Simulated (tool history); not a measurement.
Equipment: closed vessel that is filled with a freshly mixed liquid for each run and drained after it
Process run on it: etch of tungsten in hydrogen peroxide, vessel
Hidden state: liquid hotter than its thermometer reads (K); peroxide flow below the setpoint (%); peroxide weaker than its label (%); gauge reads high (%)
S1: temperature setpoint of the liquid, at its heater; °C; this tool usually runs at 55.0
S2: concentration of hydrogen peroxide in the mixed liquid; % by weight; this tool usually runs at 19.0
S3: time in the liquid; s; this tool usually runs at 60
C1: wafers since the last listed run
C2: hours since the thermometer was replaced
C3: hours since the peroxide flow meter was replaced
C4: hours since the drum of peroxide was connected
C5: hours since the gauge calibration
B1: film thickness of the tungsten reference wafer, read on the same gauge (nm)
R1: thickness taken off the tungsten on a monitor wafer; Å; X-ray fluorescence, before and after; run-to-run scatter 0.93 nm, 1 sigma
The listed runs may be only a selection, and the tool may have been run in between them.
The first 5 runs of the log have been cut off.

run 6 hour=261.2 | S1=55.0 S2=19.0 S3=60 | C1=6818 C2=2011.0 C3=818.8 C4=73.1 C5=739.9 | B1=70.00 | R1=1361.6
run 7 hour=313.2 | S1=55.0 S2=15.5 S3=60 | C1=6166 C2=2063.0 C3=870.8 C4=125.1 C5=791.9 | B1=70.01 | R1=1246.2
run 8 hour=378.7 | S1=55.0 S2=15.5 S3=60 | C1=7767 C2=2128.5 C3=936.3 C4=190.6 C5=857.4 | B1=69.99 | R1=1224.5
run 9 hour=429.1 | S1=55.0 S2=19.0 S3=60 | C1=5976 C2=2178.9 C3=986.7 C4=241.0 C5=907.8 | B1=70.00 | R1=1350.7
run 10 hour=465.0 | S1=55.0 S2=21.0 S3=60 | C1=4257 C2=2214.8 C3=1022.6 C4=276.9 C5=943.7 | B1=69.97 | R1=1423.9
-- hour=466.4 thermometer replaced
-- hour=470.7 peroxide flow meter replaced
run 11 hour=501.7 | S1=55.0 S2=14.0 S3=60 | C1=4115 C2=35.3 C3=31.0 C4=313.6 C5=980.4 | B1=70.02 | R1=1213.2
run 12 hour=565.1 | S1=47.5 S2=21.0 S3=85 | C1=7518 C2=98.7 C3=94.4 C4=377.0 C5=1043.8 | B1=69.97 | R1=1318.1
run 13 hour=607.5 | S1=55.0 S2=20.5 S3=60 | C1=5028 C2=141.1 C3=136.8 C4=419.4 C5=1086.2 | B1=70.00 | R1=1481.4
-- hour=620.3 new drum of peroxide connected
run 14 hour=654.1 | S1=55.0 S2=20.5 S3=60 | C1=5407 C2=187.7 C3=183.4 C4=33.8 C5=1132.8 | B1=69.97 | R1=1473.5
run 15 hour=687.9 | S1=55.0 S2=19.0 S3=60 | C1=4008 C2=221.5 C3=217.2 C4=67.6 C5=1166.6 | B1=70.03 | R1=1397.8
run 16 hour=835.3 | S1=64.0 S2=22.5 S3=70 | C1=17480 C2=368.9 C3=364.6 C4=215.0 C5=1314.0 | B1=69.96 | R1=3000.4
run 17 hour=898.7 | S1=49.0 S2=14.5 S3=90 | C1=7518 C2=432.3 C3=428.0 C4=278.4 C5=1377.4 | B1=70.03 | R1=1284.3
-- hour=914.5 gauge calibrated
run 18 hour=933.7 | S1=47.0 S2=24.0 S3=90 | C1=4150 C2=467.3 C3=463.0 C4=313.4 C5=19.2 | B1=69.99 | R1=1446.4
run 19 hour=987.8 | S1=55.0 S2=19.0 S3=60 | C1=6415 C2=521.4 C3=517.1 C4=367.5 C5=73.3 | B1=70.02 | R1=1383.0
-- hour=1030.8 new drum of peroxide connected
run 20 hour=1155.4 | S1=45.0 S2=19.0 S3=60 | C1=19757 C2=689.0 C3=684.7 C4=124.6 C5=240.9 | B1=70.02 | R1=741.9
run 21 hour=1192.6 | S1=52.0 S2=19.0 S3=35 | C1=4411 C2=726.2 C3=721.9 C4=161.8 C5=278.1 | B1=69.97 | R1=669.9
run 22 hour=1260.1 | S1=50.0 S2=23.5 S3=35 | C1=8004 C2=793.7 C3=789.4 C4=229.3 C5=345.6 | B1=70.00 | R1=664.2
run 23 hour=1318.8 | S1=51.0 S2=15.5 S3=30 | C1=6961 C2=852.4 C3=848.1 C4=288.0 C5=404.3 | B1=70.00 | R1=485.5
run 24 hour=1372.4 | S1=55.0 S2=19.0 S3=60 | C1=6356 C2=906.0 C3=901.7 C4=341.6 C5=457.9 | B1=70.01 | R1=1386.6
run 25 hour=1403.8 | S1=55.0 S2=19.0 S3=60 | C1=3723 C2=937.4 C3=933.1 C4=373.0 C5=489.3 | B1=70.02 | R1=1372.2
run 26 hour=1469.5 | S1=55.0 S2=22.5 S3=60 | C1=7791 C2=1003.1 C3=998.8 C4=438.7 C5=555.0 | B1=70.00 | R1=1473.0
-- hour=1483.0 new drum of peroxide connected
-- hour=1495.8 peroxide flow meter replaced
run 27 hour=1497.3 | S1=57.5 S2=19.0 S3=45 | C1=3059 C2=1030.9 C3=1.5 C4=14.3 C5=582.8 | B1=69.99 | R1=1221.9
run 28 hour=1533.1 | S1=58.0 S2=20.5 S3=85 | C1=4245 C2=1066.7 C3=37.3 C4=50.1 C5=618.6 | B1=69.99 | R1=2493.6
run 29 hour=1568.3 | S1=55.0 S2=14.0 S3=70 | C1=4174 C2=1101.9 C3=72.5 C4=85.3 C5=653.8 | B1=70.00 | R1=1407.2
run 30 hour=1612.0 | S1=55.0 S2=19.0 S3=60 | C1=5182 C2=1145.6 C3=116.2 C4=129.0 C5=697.5 | B1=70.01 | R1=1400.8

Alternative continuations, all from the tool just after run 30; predict every row:
run A hour=1612.7 | S1=55.0 S2=16.0 S3=60 | C1=83 C2=1146.3 C3=116.9 C4=129.7 C5=698.2 | B1=? | R1=?
run B hour=1612.7 | S1=49.0 S2=21.0 S3=90 | C1=83 C2=1146.3 C3=116.9 C4=129.7 C5=698.2 | B1=? | R1=?
run C hour=1612.7 | S1=50.0 S2=19.0 S3=80 | C1=83 C2=1146.3 C3=116.9 C4=129.7 C5=698.2 | B1=? | R1=?
run D hour=1612.7 | S1=55.0 S2=16.5 S3=35 | C1=83 C2=1146.3 C3=116.9 C4=129.7 C5=698.2 | B1=? | R1=?

run=A B1=69.98 R1=1289.1
run=B B1=69.98 R1=1542.0
run=C B1=69.98 R1=1386.2
run=D B1=69.98 R1=763.6
Had the tool no hidden state, the same runs would have come out as:
run=A R1=1300.0
run=B R1=1555.1
run=C R1=1397.9
run=D R1=770.1
